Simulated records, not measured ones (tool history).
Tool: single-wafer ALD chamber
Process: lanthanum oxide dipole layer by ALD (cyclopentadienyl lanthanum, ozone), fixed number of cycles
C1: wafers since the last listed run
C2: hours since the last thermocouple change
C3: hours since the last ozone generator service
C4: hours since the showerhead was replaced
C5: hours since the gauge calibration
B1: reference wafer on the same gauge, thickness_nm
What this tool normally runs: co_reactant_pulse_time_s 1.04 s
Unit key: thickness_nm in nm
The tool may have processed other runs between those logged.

Run 1, hour 0: usual settings but co_reactant_pulse_time_s 1.16 s; C1 0; C2 663.4; C3 552; C4 5189.2; C5 1193.5; B1 0.583. Result: thickness_nm 0.531 nm.
Run 2, hour 60.2: usual settings but co_reactant_pulse_time_s 1.16 s; C1 1185; C2 723.6; C3 612.2; C4 5249.4; C5 1253.7; B1 0.583. Result: thickness_nm 0.532 nm.
Run 3, hour 105.3: usual settings but co_reactant_pulse_time_s 1.16 s; C1 887; C2 768.7; C3 657.3; C4 5294.5; C5 1298.8; B1 0.583. Result: thickness_nm 0.529 nm.
Run 4, hour 155.8: usual settings but co_reactant_pulse_time_s 1.28 s; C1 994; C2 819.2; C3 707.8; C4 5345; C5 1349.3; B1 0.582. Result: thickness_nm 0.543 nm.
At hour 250.4: ozone generator serviced.
Run 5, hour 250.9: usual settings but co_reactant_pulse_time_s 1.28 s; C1 1714; C2 914.3; C3 0.5; C4 5440.1; C5 1444.4; B1 0.583. Result: thickness_nm 0.557 nm.
Run 6, hour 319.1: usual settings; C1 1342; C2 982.5; C3 68.7; C4 5508.3; C5 1512.6; B1 0.583. Result: thickness_nm 0.525 nm.
Run 7, hour 424: usual settings; C1 2065; C2 1087.4; C3 173.6; C4 5613.2; C5 1617.5; B1 0.582. Result: thickness_nm 0.522 nm.
Run 8, hour 507.2: usual settings; C1 1637; C2 1170.6; C3 256.8; C4 5696.4; C5 1700.7; B1 0.583. Result: thickness_nm 0.518 nm.
Run 9, hour 592.1: usual settings but co_reactant_pulse_time_s 1.23 s; C1 1671; C2 1255.5; C3 341.7; C4 5781.3; C5 1785.6; B1 0.583. Result: thickness_nm 0.542 nm.
Run 10, hour 631.3: usual settings but co_reactant_pulse_time_s 1.23 s; C1 771; C2 1294.7; C3 380.9; C4 5820.5; C5 1824.8; B1 0.583. Result: thickness_nm 0.541 nm.
Run 11, hour 690.6: usual settings but co_reactant_pulse_time_s 1.23 s; C1 1167; C2 1354; C3 440.2; C4 5879.8; C5 1884.1; B1 0.583. Result: thickness_nm 0.539 nm.
Run 12, hour 737.2: usual settings but co_reactant_pulse_time_s 1.29 s; C1 917; C2 1400.6; C3 486.8; C4 5926.4; C5 1930.7; B1 0.584. Result: thickness_nm 0.545 nm.
Run 13, hour 931.2: usual settings but co_reactant_pulse_time_s 1.29 s; C1 3819; C2 1594.6; C3 680.8; C4 6120.4; C5 2124.7; B1 0.583. Result: thickness_nm 0.544 nm.
Run 14, hour 974.5: usual settings but co_reactant_pulse_time_s 1.15 s; C1 852; C2 1637.9; C3 724.1; C4 6163.7; C5 2168; B1 0.583. Result: thickness_nm 0.528 nm.
Run 15, hour 1048.5: usual settings but co_reactant_pulse_time_s 0.86 s; C1 1456; C2 1711.9; C3 798.1; C4 6237.7; C5 2242; B1 0.584. Result: thickness_nm 0.484 nm.
At hour 1109.5: ozone generator serviced.
Run 16, hour 1110: usual settings but co_reactant_pulse_time_s 1.4 s; C1 1053; C2 1773.4; C3 0.5; C4 6299.2; C5 2303.5; B1 0.584. Result: thickness_nm 0.564 nm.
At hour 1159.7: showerhead replaced.
At hour 1176.8: gauge calibrated.
At hour 1312.2: thermocouple changed; heater temperature recalibrated.
Run 17, hour 1344.6: usual settings; C1 4303; C2 32.4; C3 235.1; C4 184.9; C5 167.8; B1 0.583. Result: thickness_nm 0.519 nm.
Run 18, hour 1426.5: usual settings but co_reactant_pulse_time_s 0.83 s; C1 1612; C2 114.3; C3 317; C4 266.8; C5 249.7; B1 0.583. Result: thickness_nm 0.482 nm.
Run 19, hour 1495: usual settings but co_reactant_pulse_time_s 1.28 s; C1 1348; C2 182.8; C3 385.5; C4 335.3; C5 318.2; B1 0.583. Result: thickness_nm 0.544 nm.
Run 20, hour 1757.8: usual settings but co_reactant_pulse_time_s 0.92 s; C1 5173; C2 445.6; C3 648.3; C4 598.1; C5 581; B1 0.583. Result: thickness_nm 0.493 nm.
At hour 1837.3: ozone generator serviced.
Run 21, hour 1837.8: usual settings but co_reactant_pulse_time_s 0.85 s; C1 1417; C2 525.6; C3 0.5; C4 678.1; C5 661; B1 0.583. Result: thickness_nm 0.499 nm.
Run 22, hour 1928.8: usual settings but co_reactant_pulse_time_s 0.75 s; C1 1791; C2 616.6; C3 91.5; C4 769.1; C5 752; B1 0.583. Result: thickness_nm 0.476 nm.
Run 23, hour 2036.7: usual settings but co_reactant_pulse_time_s 0.89 s; C1 2124; C2 724.5; C3 199.4; C4 877; C5 859.9; B1 0.583. Result: thickness_nm 0.497 nm.
Run 24, hour 2185.5: usual settings but co_reactant_pulse_time_s 1.33 s; C1 2929; C2 873.3; C3 348.2; C4 1025.8; C5 1008.7; B1 0.583. Result: thickness_nm 0.549 nm.
Run 25, hour 2263.9: usual settings; C1 1543; C2 951.7; C3 426.6; C4 1104.2; C5 1087.1; B1 0.583. Result: thickness_nm 0.517 nm.
Run 26, hour 2320.4: usual settings but co_reactant_pulse_time_s 1.45 s; C1 1112; C2 1008.2; C3 483.1; C4 1160.7; C5 1143.6; B1 0.583. Result: thickness_nm 0.557 nm.

For each run, what was the tool's unlogged condition?
wafer temperature above the value expected at the setpoint (K): 0 on each run
gauge reads high (%): 0 on each run
H1: ozone dose above that of a generator just serviced (%)
run      H1
  1   -10.1
  2   -10.4
  3   -10.6
  4   -10.7
  5  -0.634
  6   -3.29
  7    -6.2
  8   -7.78
  9   -8.94
 10   -9.36
 11   -9.88
 12   -10.2
 13   -11.1
 14   -11.2
 15   -11.4
 16   -2.17
 17   -8.96
 18   -10.2
 19   -10.9
 20   -12.5
 21   -1.29
 22   -4.69
 23    -7.4
 24   -9.67
 25   -10.4
 26   -10.8

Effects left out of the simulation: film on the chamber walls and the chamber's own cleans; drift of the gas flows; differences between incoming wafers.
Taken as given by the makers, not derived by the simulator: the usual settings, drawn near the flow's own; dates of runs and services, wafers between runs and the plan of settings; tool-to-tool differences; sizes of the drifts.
